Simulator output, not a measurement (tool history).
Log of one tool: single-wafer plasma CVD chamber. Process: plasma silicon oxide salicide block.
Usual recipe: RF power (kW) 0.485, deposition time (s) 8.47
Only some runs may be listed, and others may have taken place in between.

| run | hour | RF power (kW) | deposition time (s) | wafers since the last listed run | hours since the last RF generator calibration | hours since the showerhead was replaced | hours since the gauge calibration | read-back reference wafer on the same gauge, thickness_nm | mean film thickness on the monitor wafer (angstrom) |
|---|---|---|---|---|---|---|---|---|---|
| 1 | 0 | 0.485 | 8.47 | 0 | 1224.7 | 4582.1 | 156.2 | 64.92 | 761.83 |
| 2 | 17.6 | 0.455 | 8.47 | 537 | 1242.3 | 4599.7 | 173.8 | 64.981 | 752.13 |
| 3 | 26.1 | 0.455 | 8.47 | 259 | 1250.8 | 4608.2 | 182.3 | 64.984 | 751.14 |
| 4 | 36.3 | 0.415 | 9.24 | 311 | 1261 | 4618.4 | 192.5 | 64.995 | 802.1 |
| 5 | 46.6 | 0.415 | 9.24 | 314 | 1271.3 | 4628.7 | 202.8 | 65.012 | 804.67 |
| 6 | 58.9 | 0.415 | 9.24 | 375 | 1283.6 | 4641 | 215.1 | 65.02 | 803.76 |
| 7 | 69.8 | 0.485 | 8.47 | 332 | 1294.5 | 4651.9 | 226 | 65.041 | 764.04 |
| 8 | 87.7 | 0.485 | 8.47 | 546 | 1312.4 | 4669.8 | 243.9 | 65.081 | 761.73 |
| 9 | 98.6 | 0.485 | 8.47 | 332 | 1323.3 | 4680.7 | 254.8 | 65.079 | 763.76 |
| 10 | 107.2 | 0.485 | 8.47 | 262 | 1331.9 | 4689.3 | 263.4 | 65.08 | 760.61 |
| 11 | 120.1 | 0.485 | 8.47 | 393 | 1344.8 | 4702.2 | 276.3 | 65.105 | 762.79 |
| 12 | 131.9 | 0.485 | 8.47 | 360 | 1356.6 | 4714 | 288.1 | 65.093 | 763.34 |
|  | 142.6 | showerhead replaced |
| 13 | 143.1 | 0.485 | 8.47 | 97 | 1367.8 | 0.5 | 299.3 | 65.113 | 764.06 |
| 14 | 152.3 | 0.485 | 9 | 280 | 1377 | 9.7 | 308.5 | 65.137 | 809.92 |
| 15 | 160.5 | 0.485 | 9 | 250 | 1385.2 | 17.9 | 316.7 | 65.139 | 810.91 |
| 16 | 171.2 | 0.485 | 9 | 326 | 1395.9 | 28.6 | 327.4 | 65.133 | 809.87 |
| 17 | 181.4 | 0.515 | 7.12 | 311 | 1406.1 | 38.8 | 337.6 | 65.14 | 650.05 |
|  | 200.4 | RF generator calibrated |
| 18 | 200.9 | 0.57 | 7.6 | 351 | 0.5 | 58.3 | 357.1 | 65.153 | 708.87 |

Run 19 is up next; what results do you expect?
| 19 | 202.2 | 0.44 | 9.03 | 39 | 1.8 | 59.6 | 358.4 | ? | ? |

{"run 19": {"read-back reference wafer on the same gauge, thickness_nm": 65.146, "mean film thickness on the monitor wafer (angstrom)": 797.78}}
With the hidden condition absent and the run-to-run variation left alone, this run would have shown mean film thickness on the monitor wafer (angstrom) 786.07.
